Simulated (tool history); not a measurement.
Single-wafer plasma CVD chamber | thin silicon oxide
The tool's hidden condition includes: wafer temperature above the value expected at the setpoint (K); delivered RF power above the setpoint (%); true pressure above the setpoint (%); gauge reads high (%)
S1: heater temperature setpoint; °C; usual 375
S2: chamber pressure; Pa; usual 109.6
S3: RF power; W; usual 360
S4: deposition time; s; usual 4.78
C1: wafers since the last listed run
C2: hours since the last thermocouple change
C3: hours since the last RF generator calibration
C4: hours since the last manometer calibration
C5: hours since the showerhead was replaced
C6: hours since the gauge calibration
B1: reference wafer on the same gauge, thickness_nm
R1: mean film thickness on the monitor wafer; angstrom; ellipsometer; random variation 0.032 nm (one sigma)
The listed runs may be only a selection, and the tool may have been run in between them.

run 1 day=0.000 | S1=387 S2=92.1 S3=360 S4=4.78 | C1=0 C2=1465.7 C3=519.8 C4=1247.6 C5=3945.3 C6=796.4 | B1=9.154 | R1=76.05
run 2 day=2.396 | S1=375 S2=109.6 S3=360 S4=4.78 | C1=2031 C2=1523.2 C3=577.3 C4=1305.1 C5=4002.8 C6=853.9 | B1=9.139 | R1=91.10
run 3 day=5.004 | S1=375 S2=109.6 S3=360 S4=4.78 | C1=2211 C2=1585.8 C3=639.9 C4=1367.7 C5=4065.4 C6=916.5 | B1=9.142 | R1=91.46
run 4 day=7.158 | S1=375 S2=109.6 S3=360 S4=4.78 | C1=1826 C2=1637.5 C3=691.6 C4=1419.4 C5=4117.1 C6=968.2 | B1=9.137 | R1=90.85
run 5 day=9.050 | S1=375 S2=109.6 S3=360 S4=4.78 | C1=1604 C2=1682.9 C3=737.0 C4=1464.8 C5=4162.5 C6=1013.6 | B1=9.134 | R1=91.02
run 6 day=11.588 | S1=375 S2=109.6 S3=360 S4=4.78 | C1=2151 C2=1743.8 C3=797.9 C4=1525.7 C5=4223.4 C6=1074.5 | B1=9.135 | R1=91.03
run 7 day=14.471 | S1=375 S2=109.6 S3=360 S4=4.78 | C1=2444 C2=1813.0 C3=867.1 C4=1594.9 C5=4292.6 C6=1143.7 | B1=9.141 | R1=90.62
run 8 day=17.346 | S1=375 S2=109.6 S3=360 S4=4.78 | C1=2437 C2=1882.0 C3=936.1 C4=1663.9 C5=4361.6 C6=1212.7 | B1=9.149 | R1=90.29
-- day=18.167 capacitance manometer re-zeroed and calibrated
run 9 day=19.292 | S1=375 S2=109.6 S3=360 S4=4.78 | C1=1367 C2=1928.7 C3=982.8 C4=27.0 C5=4408.3 C6=1259.4 | B1=9.139 | R1=91.04
run 10 day=20.592 | S1=375 S2=109.6 S3=360 S4=4.78 | C1=1102 C2=1959.9 C3=1014.0 C4=58.2 C5=4439.5 C6=1290.6 | B1=9.139 | R1=90.70
-- day=26.100 gauge calibrated
run 11 day=26.788 | S1=375 S2=109.6 S3=395 S4=4.78 | C1=5253 C2=2108.6 C3=1162.7 C4=206.9 C5=4588.2 C6=16.5 | B1=9.139 | R1=94.36
run 12 day=28.304 | S1=384 S2=109.6 S3=360 S4=5.62 | C1=1286 C2=2145.0 C3=1199.1 C4=243.3 C5=4624.6 C6=52.9 | B1=9.146 | R1=106.15
run 13 day=32.138 | S1=375 S2=92.1 S3=360 S4=5.30 | C1=3250 C2=2237.0 C3=1291.1 C4=335.3 C5=4716.6 C6=144.9 | B1=9.138 | R1=84.12
run 14 day=33.542 | S1=375 S2=109.6 S3=360 S4=4.78 | C1=1190 C2=2270.7 C3=1324.8 C4=369.0 C5=4750.3 C6=178.6 | B1=9.137 | R1=89.97
-- day=33.917 showerhead replaced, of another model than before
run 15 day=35.521 | S1=375 S2=109.6 S3=360 S4=4.78 | C1=1395 C2=2318.2 C3=1372.3 C4=416.5 C5=38.5 C6=226.1 | B1=9.134 | R1=87.86
run 16 day=36.862 | S1=363 S2=118.9 S3=330 S4=4.48 | C1=1137 C2=2350.4 C3=1404.5 C4=448.7 C5=70.7 C6=258.3 | B1=9.133 | R1=80.07
run 17 day=40.000 | S1=386 S2=109.6 S3=360 S4=5.12 | C1=2660 C2=2425.7 C3=1479.8 C4=524.0 C5=146.0 C6=333.6 | B1=9.129 | R1=94.05
run 18 day=42.867 | S1=375 S2=109.6 S3=360 S4=4.78 | C1=2430 C2=2494.5 C3=1548.6 C4=592.8 C5=214.8 C6=402.4 | B1=9.145 | R1=87.42

What does the tool deliver on the next run?
-- day=43.833 RF generator calibrated
-- day=43.975 thermocouple changed; heater temperature recalibrated
run 19 day=44.862 | S1=375 S2=109.6 S3=295 S4=4.78 | C1=1287 C2=21.3 C3=24.7 C4=640.7 C5=262.7 C6=450.3 | B1=? | R1=?

{"run 19": {"B1": 9.132, "R1": 77.64}}
Take away the tool's hidden state, keep the run-to-run variation as it was, and the same run would have given R1 77.94 angstrom.
